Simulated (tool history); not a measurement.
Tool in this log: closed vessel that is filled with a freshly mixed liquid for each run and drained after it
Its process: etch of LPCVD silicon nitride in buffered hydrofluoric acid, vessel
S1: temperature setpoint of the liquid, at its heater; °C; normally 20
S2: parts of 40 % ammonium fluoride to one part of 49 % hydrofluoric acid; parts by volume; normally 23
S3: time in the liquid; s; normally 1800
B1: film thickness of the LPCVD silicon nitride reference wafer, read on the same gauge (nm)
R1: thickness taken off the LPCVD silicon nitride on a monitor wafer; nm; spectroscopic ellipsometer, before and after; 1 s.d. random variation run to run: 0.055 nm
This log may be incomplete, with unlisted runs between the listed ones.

run	hour	S1	S2	S3	B1	R1
1	0	20	23	1800	119.99	9.43
2	28	20	23	2380	119.99	12.48
3	59.8	20	23	2380	120	12.55
4	80	20	19	1800	120.01	11.01
5	94.6	20	23	1800	119.99	9.62
6	117.1	20	23	1800	120	9.62
7	146.3	21.5	23	1800	120.01	10.4
8	170.6	21.5	23	1800	120.01	10.55
9	221	23	23	1800	120	11.3
10	242.7	20	23	1800	119.99	9.73
# hour 262.6: thermometer replaced
11	345.9	20	23	1800	119.99	8.55
12	367.1	20	23	1800	120	8.54
# hour 387.5: hydrofluoric acid flow meter replaced
# hour 389.5: gauge calibrated
13	397.4	20	23	1800	119.98	8.51
14	415	18	23	1800	119.99	7.7
15	434	20	23	1800	120	8.64
16	460.2	20	23	1800	120.02	8.65
17	472.9	20	14	1100	119.99	8.21
18	485.9	20	18	1800	120.01	10.6

Expected results for the next run?
19	520.3	23	23	1800	?	?

{"run 19": {"B1": 120, "R1": 10.23}}
With the hidden condition absent and the run-to-run variation left alone, this run would have shown R1 9.99 nm.
